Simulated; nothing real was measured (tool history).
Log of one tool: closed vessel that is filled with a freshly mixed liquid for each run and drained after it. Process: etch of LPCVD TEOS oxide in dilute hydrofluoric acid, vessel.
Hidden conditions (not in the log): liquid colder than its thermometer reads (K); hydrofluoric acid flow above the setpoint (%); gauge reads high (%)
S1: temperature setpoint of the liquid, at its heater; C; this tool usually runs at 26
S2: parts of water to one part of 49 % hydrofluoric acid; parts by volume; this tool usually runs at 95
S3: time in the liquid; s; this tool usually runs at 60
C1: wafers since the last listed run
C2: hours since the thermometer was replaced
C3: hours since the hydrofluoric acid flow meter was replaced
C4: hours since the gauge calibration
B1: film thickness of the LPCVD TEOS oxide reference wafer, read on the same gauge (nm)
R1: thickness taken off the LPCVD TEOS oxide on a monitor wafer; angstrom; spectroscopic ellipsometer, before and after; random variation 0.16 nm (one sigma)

run   hour    S1   S2  S3    C1      C2      C3     C4      B1     R1
  1      0    26   95  60     0    1675    1699  369.2  117.59  355.4
  2   31.5    26   95  60  1910  1706.5  1730.5  400.7  117.55    355
  3   50.8    26   95  60  1170  1725.8  1749.8    420  117.55  355.6
  4  151.5    26   95  60  6107  1826.5  1850.5  520.7  117.42    351
  5  183.1    26   95  60  1916  1858.1  1882.1  552.3  117.38  355.4
  6  215.8    26   95  60  1983  1890.8  1914.8    585  117.36  354.2
     223.1  -- gauge calibrated
  7  230.8    26   95  60   909  1905.8  1929.8    7.7  119.96  360.3
  8  257.8    26   95  60  1637  1932.8  1956.8   34.7  119.63  361.9
  9  292.8    26   95  60  2122  1967.8  1991.8   69.7   119.2  360.7
     318.9  -- thermometer replaced
 10  322.8    26   95  45  1758     3.9  2021.8   99.7  118.94  269.6
 11  354.3    26   95  45  1910    35.4  2053.3  131.2  118.68  268.2
 12  381.7    26   95  45  1661    62.8  2080.7  158.6  118.49  270.6
 13  401.1    23   95  60  1176    82.2  2100.1    178  118.38  319.3
     416.9  -- hydrofluoric acid flow meter replaced
 14  418.6    26   95  60  1000    99.7     1.7  195.5  118.28  358.2
 15  436.9    26   55  60  1109     118      20  213.8  118.21  653.5
 16  458.3  21.5   95  30  1297   139.4    41.4  235.2  118.09  148.7
 17    476    26   95  80  1073   157.1    59.1  252.9  118.03  474.9
 18  492.2  28.5   70  30   982   173.3    75.3  269.1  117.98  276.9
 19  589.2    26  125  75  5883   270.3   172.3  366.1   117.7  327.5
 20  603.3    29   95  70   855   284.4   186.4  380.2  117.72  465.6
 21  617.7    26   95  85   873   298.8   200.8  394.6  117.66  508.1
 22  647.7    26   95  75  1819   328.8   230.8  424.6  117.61  446.3
 23  680.3    26   95  60  1977   361.4   263.4  457.2  117.58  353.8
 24  696.3    26   95  60   970   377.4   279.4  473.2  117.56  355.1
 25  723.8    24   95  60  1667   404.9   306.9  500.7  117.53  328.8

List, for all runs, the conditions of the tool that the log does not record:
liquid colder than its thermometer reads (K): 0 at every run
hydrofluoric acid flow above the setpoint (%): 0 at every run
H1: gauge reads high (%)
run       H1
  1    -1.98
  2    -2.03
  3    -2.06
  4    -2.15
  5    -2.17
  6    -2.19
  7  -0.0172
  8   -0.321
  9   -0.653
 10    -0.89
 11     -1.1
 12    -1.26
 13    -1.35
 14    -1.43
 15    -1.51
 16    -1.59
 17    -1.64
 18    -1.69
 19    -1.91
 20    -1.93
 21    -1.95
 22    -1.99
 23    -2.03
 24    -2.04
 25    -2.06

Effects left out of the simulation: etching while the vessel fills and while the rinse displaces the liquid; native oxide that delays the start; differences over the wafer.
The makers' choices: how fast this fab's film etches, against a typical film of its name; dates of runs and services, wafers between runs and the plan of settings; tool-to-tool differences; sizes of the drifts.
